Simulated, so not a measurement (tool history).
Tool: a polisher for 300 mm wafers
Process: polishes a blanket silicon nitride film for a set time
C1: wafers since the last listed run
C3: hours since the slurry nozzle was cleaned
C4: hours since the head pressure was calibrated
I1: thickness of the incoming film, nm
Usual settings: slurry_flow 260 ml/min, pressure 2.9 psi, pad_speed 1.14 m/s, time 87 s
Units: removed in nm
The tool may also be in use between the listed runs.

{"run": 1, "hour": 0.0, "slurry_flow": 260, "pressure": 2.9, "pad_speed": 1.14, "time": 87, "C1": 0, "wafers polished on this pad": 2494, "C3": 243.2, "C4": 44.3, "I1": 658.3, "removed": 101.7}
{"run": 2, "hour": 70.5, "slurry_flow": 260, "pressure": 2.9, "pad_speed": 0.98, "time": 87, "C1": 575, "wafers polished on this pad": 3070, "C3": 313.7, "C4": 114.8, "I1": 669.8, "removed": 93.3}
{"run": 3, "hour": 115.0, "slurry_flow": 260, "pressure": 2.9, "pad_speed": 0.98, "time": 87, "C1": 363, "wafers polished on this pad": 3433, "C3": 358.2, "C4": 159.3, "I1": 651.5, "removed": 93.3}
{"hour": 118.7, "done": "slurry nozzle cleaned, repeated, since the last time left the tool worse"}
{"run": 4, "hour": 179.8, "slurry_flow": 260, "pressure": 2.9, "pad_speed": 0.98, "time": 87, "C1": 521, "wafers polished on this pad": 3954, "C3": 61.1, "C4": 224.1, "I1": 657.5, "removed": 103.6}
{"run": 5, "hour": 215.5, "slurry_flow": 260, "pressure": 2.9, "pad_speed": 1.14, "time": 87, "C1": 291, "wafers polished on this pad": 4246, "C3": 96.8, "C4": 259.8, "I1": 672.4, "removed": 114}
{"run": 6, "hour": 250.9, "slurry_flow": 260, "pressure": 2.9, "pad_speed": 1.14, "time": 87, "C1": 289, "wafers polished on this pad": 4535, "C3": 132.2, "C4": 295.2, "I1": 654.1, "removed": 112.4}
{"hour": 285.5, "done": "worn pad replaced by a new one"}
{"run": 7, "hour": 305.1, "slurry_flow": 260, "pressure": 2.9, "pad_speed": 1.14, "time": 87, "C1": 409, "wafers polished on this pad": 159, "C3": 186.4, "C4": 349.4, "I1": 672.4, "removed": 112.3}
{"run": 8, "hour": 369.6, "slurry_flow": 260, "pressure": 2.9, "pad_speed": 1.14, "time": 109, "C1": 526, "wafers polished on this pad": 686, "C3": 250.9, "C4": 413.9, "I1": 668.4, "removed": 140}
{"run": 9, "hour": 403.9, "slurry_flow": 260, "pressure": 2.9, "pad_speed": 1.14, "time": 109, "C1": 280, "wafers polished on this pad": 966, "C3": 285.2, "C4": 448.2, "I1": 656.2, "removed": 139.1}
{"run": 10, "hour": 434.3, "slurry_flow": 260, "pressure": 2.9, "pad_speed": 1.14, "time": 109, "C1": 248, "wafers polished on this pad": 1215, "C3": 315.6, "C4": 478.6, "I1": 664.9, "removed": 140.8}
{"run": 11, "hour": 488.2, "slurry_flow": 260, "pressure": 2.9, "pad_speed": 1.34, "time": 87, "C1": 440, "wafers polished on this pad": 1655, "C3": 369.5, "C4": 532.5, "I1": 669.7, "removed": 121.5}
{"hour": 539.9, "done": "head pressure recalibrated"}
{"run": 12, "hour": 554.0, "slurry_flow": 260, "pressure": 2.9, "pad_speed": 1.34, "time": 87, "C1": 521, "wafers polished on this pad": 2176, "C3": 435.3, "C4": 14.1, "I1": 668, "removed": 122.7}
{"run": 13, "hour": 596.6, "slurry_flow": 260, "pressure": 2.9, "pad_speed": 1.14, "time": 87, "C1": 347, "wafers polished on this pad": 2524, "C3": 477.9, "C4": 56.7, "I1": 659, "removed": 110}
{"run": 14, "hour": 668.0, "slurry_flow": 260, "pressure": 2.9, "pad_speed": 1.14, "time": 87, "C1": 583, "wafers polished on this pad": 3107, "C3": 549.3, "C4": 128.1, "I1": 668.4, "removed": 110.3}
{"hour": 685.4, "done": "slurry nozzle cleaned"}
{"run": 15, "hour": 721.6, "slurry_flow": 260, "pressure": 2.9, "pad_speed": 1.14, "time": 87, "C1": 429, "wafers polished on this pad": 3536, "C3": 36.2, "C4": 181.7, "I1": 654.2, "removed": 113.3}
{"hour": 776.9, "done": "worn pad replaced by a new one"}
{"run": 16, "hour": 789.1, "slurry_flow": 260, "pressure": 2.9, "pad_speed": 0.98, "time": 87, "C1": 518, "wafers polished on this pad": 99, "C3": 103.7, "C4": 249.2, "I1": 651.2, "removed": 104.9}
{"run": 17, "hour": 842.0, "slurry_flow": 350, "pressure": 2.9, "pad_speed": 1.26, "time": 110, "C1": 432, "wafers polished on this pad": 531, "C3": 156.6, "C4": 302.1, "I1": 665.3, "removed": 154.1}
{"run": 18, "hour": 885.6, "slurry_flow": 215, "pressure": 2.9, "pad_speed": 1.14, "time": 87, "C1": 356, "wafers polished on this pad": 887, "C3": 200.2, "C4": 345.7, "I1": 661.2, "removed": 108.7}
{"run": 19, "hour": 945.3, "slurry_flow": 300, "pressure": 2.9, "pad_speed": 0.92, "time": 97, "C1": 487, "wafers polished on this pad": 1375, "C3": 259.9, "C4": 405.4, "I1": 652.3, "removed": 113.9}
{"hour": 994.9, "done": "head pressure recalibrated"}
{"run": 20, "hour": 1016.7, "slurry_flow": 235, "pressure": 2.1, "pad_speed": 1.38, "time": 97, "C1": 566, "wafers polished on this pad": 1942, "C3": 331.3, "C4": 21.8, "I1": 661.9, "removed": 97.6}
{"run": 21, "hour": 1071.2, "slurry_flow": 260, "pressure": 2.9, "pad_speed": 0.82, "time": 101, "C1": 445, "wafers polished on this pad": 2387, "C3": 385.8, "C4": 76.3, "I1": 665.2, "removed": 108.6}
{"run": 22, "hour": 1119.6, "slurry_flow": 185, "pressure": 2, "pad_speed": 0.8, "time": 87, "C1": 395, "wafers polished on this pad": 2782, "C3": 434.2, "C4": 124.7, "I1": 664.2, "removed": 59.6}
{"run": 23, "hour": 1147.5, "slurry_flow": 260, "pressure": 2.9, "pad_speed": 1.14, "time": 87, "C1": 227, "wafers polished on this pad": 3010, "C3": 462.1, "C4": 152.6, "I1": 652.4, "removed": 110.9}
{"run": 24, "hour": 1187.9, "slurry_flow": 260, "pressure": 2.9, "pad_speed": 1.14, "time": 87, "C1": 329, "wafers polished on this pad": 3340, "C3": 502.5, "C4": 193, "I1": 651.4, "removed": 111}
{"run": 25, "hour": 1232.7, "slurry_flow": 290, "pressure": 2.6, "pad_speed": 1.02, "time": 95, "C1": 365, "wafers polished on this pad": 3706, "C3": 547.3, "C4": 237.8, "I1": 660.5, "removed": 102.7}
{"hour": 1271.1, "done": "slurry nozzle cleaned"}
{"run": 26, "hour": 1291.5, "slurry_flow": 260, "pressure": 3.4, "pad_speed": 1.14, "time": 66, "C1": 472, "wafers polished on this pad": 4178, "C3": 20.4, "C4": 296.6, "I1": 666.5, "removed": 100.9}
{"hour": 1296.9, "done": "worn pad replaced by a new one"}
{"run": 27, "hour": 1335.6, "slurry_flow": 260, "pressure": 2.9, "pad_speed": 1.14, "time": 87, "C1": 327, "wafers polished on this pad": 315, "C3": 64.5, "C4": 340.7, "I1": 650.9, "removed": 112.9}
{"run": 28, "hour": 1407.4, "slurry_flow": 260, "pressure": 2.4, "pad_speed": 1.14, "time": 117, "C1": 586, "wafers polished on this pad": 902, "C3": 136.3, "C4": 412.5, "I1": 670.3, "removed": 127.4}
{"run": 29, "hour": 1448.4, "slurry_flow": 260, "pressure": 2.9, "pad_speed": 0.8, "time": 67, "C1": 334, "wafers polished on this pad": 1237, "C3": 177.3, "C4": 453.5, "I1": 663.8, "removed": 73.3}
{"run": 30, "hour": 1495.1, "slurry_flow": 260, "pressure": 2.9, "pad_speed": 1.5, "time": 111, "C1": 381, "wafers polished on this pad": 1618, "C3": 224, "C4": 500.2, "I1": 661.6, "removed": 166}
{"run": 31, "hour": 1540.9, "slurry_flow": 260, "pressure": 3.8, "pad_speed": 1.14, "time": 87, "C1": 374, "wafers polished on this pad": 1992, "C3": 269.8, "C4": 546, "I1": 657.3, "removed": 145.5}
{"hour": 1550.0, "done": "head pressure recalibrated"}
{"run": 32, "hour": 1610.0, "slurry_flow": 220, "pressure": 2.9, "pad_speed": 1, "time": 112, "C1": 547, "wafers polished on this pad": 2540, "C3": 338.9, "C4": 60, "I1": 655.5, "removed": 130.6}
{"run": 33, "hour": 1634.2, "slurry_flow": 305, "pressure": 2.9, "pad_speed": 0.78, "time": 100, "C1": 197, "wafers polished on this pad": 2738, "C3": 363.1, "C4": 84.2, "I1": 652.1, "removed": 108.8}
{"run": 34, "hour": 1692.2, "slurry_flow": 260, "pressure": 2.4, "pad_speed": 1, "time": 87, "C1": 473, "wafers polished on this pad": 3211, "C3": 421.1, "C4": 142.2, "I1": 672.6, "removed": 84.4}
{"hour": 1712.8, "done": "slurry nozzle cleaned"}
{"run": 35, "hour": 1742.4, "slurry_flow": 220, "pressure": 2.1, "pad_speed": 1.14, "time": 87, "C1": 401, "wafers polished on this pad": 3613, "C3": 29.6, "C4": 192.4, "I1": 661.6, "removed": 80.9}
{"hour": 1763.4, "done": "worn pad replaced by a new one"}
{"run": 36, "hour": 1793.2, "slurry_flow": 190, "pressure": 2.9, "pad_speed": 1.34, "time": 87, "C1": 382, "wafers polished on this pad": 243, "C3": 80.4, "C4": 243.2, "I1": 670.8, "removed": 117.6}
{"run": 37, "hour": 1851.5, "slurry_flow": 260, "pressure": 2.9, "pad_speed": 1.14, "time": 97, "C1": 476, "wafers polished on this pad": 719, "C3": 138.7, "C4": 301.5, "I1": 655, "removed": 123.9}
{"run": 38, "hour": 1903.5, "slurry_flow": 285, "pressure": 2.2, "pad_speed": 0.8, "time": 95, "C1": 424, "wafers polished on this pad": 1144, "C3": 190.7, "C4": 353.5, "I1": 659.6, "removed": 78.4}

Hidden state at the last listed run before each entry between runs and at the first one after, where it differs:
Between runs 3 and 4: slurry nozzle cleaned, repeated, since the last time left the tool worse (hour 118.7)
  slurry flow missing at the pad, %: 52 -> 4.2
  measured less the result without the state, removed: -12.9 -> -0.5 nm
Between runs 6 and 7: worn pad replaced by a new one (hour 285.5)
  slurry flow missing at the pad, %: 6.89 -> 8.94
  measured less the result without the state, removed: -0.9 -> -1.3 nm
Between runs 11 and 12: head pressure recalibrated (hour 539.9)
  slurry flow missing at the pad, %: 15.9 -> 18.3
  measured less the result without the state, removed: -2.6 -> -3.1 nm
Between runs 14 and 15: slurry nozzle cleaned (hour 685.4)
  slurry flow missing at the pad, %: 22.6 -> 4.08
  measured less the result without the state, removed: -3.7 -> -0.5 nm
Between runs 15 and 16: worn pad replaced by a new one (hour 776.9)
  slurry flow missing at the pad, %: 4.08 -> 6.63
  measured less the result without the state, removed: -0.5 -> -0.8 nm
Between runs 19 and 20: head pressure recalibrated (hour 994.9)
  slurry flow missing at the pad, %: 12.5 -> 15.2
  measured less the result without the state, removed: -1.6 -> -2.2 nm
Between runs 25 and 26: slurry nozzle cleaned (hour 1271.1)
  slurry flow missing at the pad, %: 23.4 -> 1.66
  measured less the result without the state, removed: -3.3 -> -0.2 nm
Between runs 26 and 27: worn pad replaced by a new one (hour 1296.9)
  slurry flow missing at the pad, %: 1.66 -> 3.32
  measured less the result without the state, removed: -0.2 -> -0.4 nm
Between runs 31 and 32: head pressure recalibrated (hour 1550)
  slurry flow missing at the pad, %: 11.1 -> 13.7
  measured less the result without the state, removed: -2 -> -2.8 nm
Between runs 34 and 35: slurry nozzle cleaned (hour 1712.8)
  slurry flow missing at the pad, %: 16.8 -> 2.43
  measured less the result without the state, removed: -2 -> -0.3 nm
Between runs 35 and 36: worn pad replaced by a new one (hour 1763.4)
  slurry flow missing at the pad, %: 2.43 -> 4.35
  measured less the result without the state, removed: -0.3 -> -0.8 nm

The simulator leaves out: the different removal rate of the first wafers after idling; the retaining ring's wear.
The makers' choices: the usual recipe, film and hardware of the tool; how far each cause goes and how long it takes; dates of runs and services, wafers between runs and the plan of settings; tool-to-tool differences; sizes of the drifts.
